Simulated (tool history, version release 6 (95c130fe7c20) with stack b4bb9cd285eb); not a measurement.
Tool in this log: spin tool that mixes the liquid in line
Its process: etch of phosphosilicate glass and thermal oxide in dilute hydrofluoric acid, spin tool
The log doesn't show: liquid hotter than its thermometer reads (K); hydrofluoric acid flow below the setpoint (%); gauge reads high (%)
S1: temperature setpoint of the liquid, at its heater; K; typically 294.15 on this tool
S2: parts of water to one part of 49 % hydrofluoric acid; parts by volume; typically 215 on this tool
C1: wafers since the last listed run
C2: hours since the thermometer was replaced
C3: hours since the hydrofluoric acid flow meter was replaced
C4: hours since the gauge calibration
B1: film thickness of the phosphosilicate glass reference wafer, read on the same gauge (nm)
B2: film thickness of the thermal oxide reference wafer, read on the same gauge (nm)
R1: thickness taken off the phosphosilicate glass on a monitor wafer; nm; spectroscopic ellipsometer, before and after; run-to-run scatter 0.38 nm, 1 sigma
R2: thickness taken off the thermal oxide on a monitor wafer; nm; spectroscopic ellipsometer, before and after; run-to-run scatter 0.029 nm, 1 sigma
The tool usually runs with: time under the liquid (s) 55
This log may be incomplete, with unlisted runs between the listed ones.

{"run": 1, "hour": 0.0, "S1": 291.15, "S2": 215, "time under the liquid (s)": 55, "C1": 0, "C2": 1026.0, "C3": 812.8, "C4": 2587.3, "B1": 69.99, "B2": 49.966, "R1": 37.86, "R2": 1.053}
{"hour": 27.1, "done": "gauge calibrated"}
{"run": 2, "hour": 94.6, "S1": 294.15, "S2": 215, "time under the liquid (s)": 55, "C1": 1293, "C2": 1120.6, "C3": 907.4, "C4": 67.5, "B1": 69.94, "B2": 50.018, "R1": 42.12, "R2": 1.137}
{"run": 3, "hour": 123.7, "S1": 290.15, "S2": 215, "time under the liquid (s)": 90, "C1": 397, "C2": 1149.7, "C3": 936.5, "C4": 96.6, "B1": 70.0, "B2": 49.977, "R1": 60.18, "R2": 1.716}
{"run": 4, "hour": 159.0, "S1": 294.15, "S2": 215, "time under the liquid (s)": 40, "C1": 482, "C2": 1185.0, "C3": 971.8, "C4": 131.9, "B1": 69.97, "B2": 49.967, "R1": 30.82, "R2": 0.875}
{"run": 5, "hour": 188.1, "S1": 296.15, "S2": 270, "time under the liquid (s)": 35, "C1": 397, "C2": 1214.1, "C3": 1000.9, "C4": 161.0, "B1": 69.96, "B2": 49.991, "R1": 22.32, "R2": 0.596}
{"run": 6, "hour": 231.5, "S1": 297.15, "S2": 320, "time under the liquid (s)": 25, "C1": 593, "C2": 1257.5, "C3": 1044.3, "C4": 204.4, "B1": 70.02, "B2": 49.979, "R1": 13.11, "R2": 0.362}
{"hour": 293.0, "done": "thermometer replaced"}
{"run": 7, "hour": 293.5, "S1": 294.15, "S2": 300, "time under the liquid (s)": 45, "C1": 834, "C2": 0.5, "C3": 1106.3, "C4": 266.4, "B1": 69.96, "B2": 49.989, "R1": 21.08, "R2": 0.575}
{"hour": 327.0, "done": "hydrofluoric acid flow meter replaced"}
{"run": 8, "hour": 360.9, "S1": 290.65, "S2": 215, "time under the liquid (s)": 55, "C1": 907, "C2": 67.9, "C3": 33.9, "C4": 333.8, "B1": 69.99, "B2": 50.0, "R1": 34.7, "R2": 0.911}
{"run": 9, "hour": 423.8, "S1": 294.15, "S2": 170, "time under the liquid (s)": 55, "C1": 860, "C2": 130.8, "C3": 96.8, "C4": 396.7, "B1": 70.01, "B2": 49.993, "R1": 53.52, "R2": 1.458}
{"run": 10, "hour": 468.6, "S1": 294.15, "S2": 280, "time under the liquid (s)": 30, "C1": 612, "C2": 175.6, "C3": 141.6, "C4": 441.5, "B1": 70.01, "B2": 49.994, "R1": 15.85, "R2": 0.416}
{"run": 11, "hour": 505.1, "S1": 290.15, "S2": 165, "time under the liquid (s)": 85, "C1": 499, "C2": 212.1, "C3": 178.1, "C4": 478.0, "B1": 70.02, "B2": 49.98, "R1": 73.42, "R2": 1.977}
{"run": 12, "hour": 556.1, "S1": 299.15, "S2": 305, "time under the liquid (s)": 55, "C1": 697, "C2": 263.1, "C3": 229.1, "C4": 529.0, "B1": 69.94, "B2": 49.981, "R1": 30.59, "R2": 0.841}
{"run": 13, "hour": 596.5, "S1": 294.15, "S2": 215, "time under the liquid (s)": 55, "C1": 552, "C2": 303.5, "C3": 269.5, "C4": 569.4, "B1": 70.02, "B2": 50.05, "R1": 40.75, "R2": 1.09}
{"run": 14, "hour": 622.5, "S1": 294.15, "S2": 215, "time under the liquid (s)": 55, "C1": 355, "C2": 329.5, "C3": 295.5, "C4": 595.4, "B1": 70.01, "B2": 49.971, "R1": 40.82, "R2": 1.115}
{"run": 15, "hour": 658.2, "S1": 294.15, "S2": 145, "time under the liquid (s)": 40, "C1": 488, "C2": 365.2, "C3": 331.2, "C4": 631.1, "B1": 70.0, "B2": 50.003, "R1": 47.14, "R2": 1.274}
{"run": 16, "hour": 710.4, "S1": 294.15, "S2": 215, "time under the liquid (s)": 35, "C1": 713, "C2": 417.4, "C3": 383.4, "C4": 683.3, "B1": 69.98, "B2": 49.986, "R1": 25.82, "R2": 0.718}
{"run": 17, "hour": 734.9, "S1": 294.15, "S2": 215, "time under the liquid (s)": 55, "C1": 334, "C2": 441.9, "C3": 407.9, "C4": 707.8, "B1": 69.98, "B2": 49.991, "R1": 41.13, "R2": 1.063}
{"run": 18, "hour": 798.3, "S1": 294.15, "S2": 300, "time under the liquid (s)": 45, "C1": 866, "C2": 505.3, "C3": 471.3, "C4": 771.2, "B1": 69.98, "B2": 49.995, "R1": 21.81, "R2": 0.626}
{"run": 19, "hour": 844.2, "S1": 294.15, "S2": 215, "time under the liquid (s)": 70, "C1": 627, "C2": 551.2, "C3": 517.2, "C4": 817.1, "B1": 70.0, "B2": 50.023, "R1": 52.5, "R2": 1.367}
{"run": 20, "hour": 886.7, "S1": 297.15, "S2": 175, "time under the liquid (s)": 65, "C1": 581, "C2": 593.7, "C3": 559.7, "C4": 859.6, "B1": 70.01, "B2": 50.009, "R1": 70.29, "R2": 1.784}
{"run": 21, "hour": 954.0, "S1": 294.15, "S2": 215, "time under the liquid (s)": 75, "C1": 920, "C2": 661.0, "C3": 627.0, "C4": 926.9, "B1": 70.03, "B2": 49.961, "R1": 56.96, "R2": 1.481}
{"run": 22, "hour": 1022.6, "S1": 298.65, "S2": 215, "time under the liquid (s)": 55, "C1": 937, "C2": 729.6, "C3": 695.6, "C4": 995.5, "B1": 70.0, "B2": 50.002, "R1": 48.53, "R2": 1.289}
{"run": 23, "hour": 1093.0, "S1": 290.15, "S2": 310, "time under the liquid (s)": 40, "C1": 962, "C2": 800.0, "C3": 766.0, "C4": 1065.9, "B1": 69.99, "B2": 49.995, "R1": 16.41, "R2": 0.455}
{"run": 24, "hour": 1147.7, "S1": 298.65, "S2": 215, "time under the liquid (s)": 45, "C1": 747, "C2": 854.7, "C3": 820.7, "C4": 1120.6, "B1": 69.99, "B2": 49.993, "R1": 40.13, "R2": 1.158}
{"run": 25, "hour": 1206.2, "S1": 294.15, "S2": 215, "time under the liquid (s)": 55, "C1": 799, "C2": 913.2, "C3": 879.2, "C4": 1179.1, "B1": 70.01, "B2": 49.989, "R1": 41.99, "R2": 1.073}
{"run": 26, "hour": 1339.0, "S1": 296.15, "S2": 215, "time under the liquid (s)": 90, "C1": 1815, "C2": 1046.0, "C3": 1012.0, "C4": 1311.9, "B1": 70.01, "B2": 50.027, "R1": 74.56, "R2": 2.092}

For each run, the measured value with the value that run would have given without the tool's hidden condition subtracted. The run-to-run variation is shared by both, the gauge scatter possibly not:
run=1 R1=+2.79 R2=+0.078
run=2 R1=+3.24 R2=+0.087
run=3 R1=+4.94 R2=+0.141
run=4 R1=+2.49 R2=+0.070
run=5 R1=+1.74 R2=+0.046
run=6 R1=+1.01 R2=+0.028
run=7 R1=+0.12 R2=+0.004
run=8 R1=+0.36 R2=+0.010
run=9 R1=+0.79 R2=+0.022
run=10 R1=+0.25 R2=+0.007
run=11 R1=+1.53 R2=+0.041
run=12 R1=+0.61 R2=+0.017
run=13 R1=+1.02 R2=+0.027
run=14 R1=+1.09 R2=+0.030
run=15 R1=+1.43 R2=+0.039
run=16 R1=+0.83 R2=+0.023
run=17 R1=+1.38 R2=+0.035
run=18 R1=+0.78 R2=+0.023
run=19 R1=+2.13 R2=+0.055
run=20 R1=+3.00 R2=+0.076
run=21 R1=+2.70 R2=+0.070
run=22 R1=+2.39 R2=+0.063
run=23 R1=+0.91 R2=+0.025
run=24 R1=+2.25 R2=+0.065
run=25 R1=+2.62 R2=+0.067
run=26 R1=+5.14 R2=+0.145
